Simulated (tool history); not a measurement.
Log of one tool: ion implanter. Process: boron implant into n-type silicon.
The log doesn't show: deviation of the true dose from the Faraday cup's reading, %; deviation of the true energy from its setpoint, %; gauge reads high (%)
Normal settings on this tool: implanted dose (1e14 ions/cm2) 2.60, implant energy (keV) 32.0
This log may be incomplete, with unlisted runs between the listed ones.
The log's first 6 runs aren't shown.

| run | hour | implanted dose (1e14 ions/cm2) | implant energy (keV) | wafers since the last listed run | hours since the last dose calibration | hours since the extraction supply was calibrated | hours since the gauge calibration | read-back reference wafer on the same gauge, sheet resistance | sheet resistance of the implanted and annealed layer (ohm/square) |
|---|---|---|---|---|---|---|---|---|---|
| 7 | 645.9 | 2.60 | 37.5 | 4773 | 1929.2 | 4818.6 | 670.5 | 306.94 | 340.42 |
| 8 | 691.7 | 2.60 | 37.5 | 881 | 1975.0 | 4864.4 | 716.3 | 306.82 | 341.00 |
|  | 789.7 | Faraday cup replaced and dose calibrated |
| 9 | 790.2 | 2.60 | 32.0 | 1741 | 0.5 | 4962.9 | 814.8 | 307.80 | 350.75 |
| 10 | 864.2 | 2.60 | 32.0 | 1423 | 74.5 | 5036.9 | 888.8 | 307.66 | 348.85 |
| 11 | 966.5 | 2.60 | 32.0 | 1968 | 176.8 | 5139.2 | 991.1 | 308.61 | 347.61 |
| 12 | 1037.6 | 2.60 | 32.0 | 1367 | 247.9 | 5210.3 | 1062.2 | 308.28 | 346.04 |
| 13 | 1124.3 | 2.60 | 32.0 | 1668 | 334.6 | 5297.0 | 1148.9 | 308.55 | 350.82 |
| 14 | 1232.5 | 2.60 | 40.5 | 2081 | 442.8 | 5405.2 | 1257.1 | 308.96 | 339.93 |
| 15 | 1295.0 | 2.60 | 32.0 | 1202 | 505.3 | 5467.7 | 1319.6 | 309.47 | 350.57 |
|  | 1355.9 | extraction supply calibrated |
| 16 | 1399.7 | 2.86 | 38.5 | 1860 | 610.0 | 43.8 | 1424.3 | 309.21 | 317.82 |
| 17 | 1442.5 | 2.60 | 43.0 | 823 | 652.8 | 86.6 | 1467.1 | 309.54 | 338.65 |
| 18 | 1500.8 | 3.19 | 32.0 | 1121 | 711.1 | 144.9 | 1525.4 | 309.43 | 297.66 |
| 19 | 1539.0 | 2.24 | 27.0 | 734 | 749.3 | 183.1 | 1563.6 | 309.47 | 399.78 |
| 20 | 1582.8 | 2.19 | 36.0 | 842 | 793.1 | 226.9 | 1607.4 | 309.79 | 392.83 |
|  | 1587.8 | gauge calibrated |
| 21 | 1665.4 | 2.60 | 32.0 | 1589 | 875.7 | 309.5 | 77.6 | 301.17 | 343.46 |
| 22 | 1760.2 | 2.99 | 32.0 | 1823 | 970.5 | 404.3 | 172.4 | 302.25 | 308.74 |
| 23 | 2007.0 | 2.60 | 32.0 | 4748 | 1217.3 | 651.1 | 419.2 | 306.03 | 346.99 |
| 24 | 2047.9 | 2.35 | 32.0 | 786 | 1258.2 | 692.0 | 460.1 | 305.73 | 374.56 |
| 25 | 2107.8 | 3.03 | 32.0 | 1152 | 1318.1 | 751.9 | 520.0 | 306.41 | 307.23 |
| 26 | 2150.7 | 2.60 | 32.0 | 825 | 1361.0 | 794.8 | 562.9 | 306.83 | 347.51 |
| 27 | 2244.8 | 2.19 | 21.5 | 1810 | 1455.1 | 888.9 | 657.0 | 307.26 | 414.12 |
| 28 | 2294.4 | 2.18 | 38.0 | 954 | 1504.7 | 938.5 | 706.6 | 308.05 | 386.24 |
| 29 | 2387.8 | 1.90 | 25.5 | 1796 | 1598.1 | 1031.9 | 800.0 | 308.74 | 452.58 |
| 30 | 2488.3 | 2.86 | 22.0 | 1933 | 1698.6 | 1132.4 | 900.5 | 308.73 | 335.28 |

Consider 3 possible next runs. They are alternatives, not a sequence: every one starts from the tool as it was left by run 30. What does each give?
| A | 2488.7 | 2.60 | 32.0 | 7 | 1699.0 | 1132.8 | 900.9 | ? | ? |
| B | 2488.7 | 2.01 | 42.0 | 7 | 1699.0 | 1132.8 | 900.9 | ? | ? |
| C | 2488.7 | 3.14 | 38.0 | 7 | 1699.0 | 1132.8 | 900.9 | ? | ? |

| run | read-back reference wafer on the same gauge, sheet resistance | sheet resistance of the implanted and annealed layer (ohm/square) |
|---|---|---|
| A | 309.10 | 345.42 |
| B | 309.10 | 404.21 |
| C | 309.10 | 293.57 |
With the hidden condition removed and each run's random variation left untouched, the same runs would have given:
| run | sheet resistance of the implanted and annealed layer (ohm/square) |
|---|---|
| A | 334.49 |
| B | 391.41 |
| C | 284.28 |

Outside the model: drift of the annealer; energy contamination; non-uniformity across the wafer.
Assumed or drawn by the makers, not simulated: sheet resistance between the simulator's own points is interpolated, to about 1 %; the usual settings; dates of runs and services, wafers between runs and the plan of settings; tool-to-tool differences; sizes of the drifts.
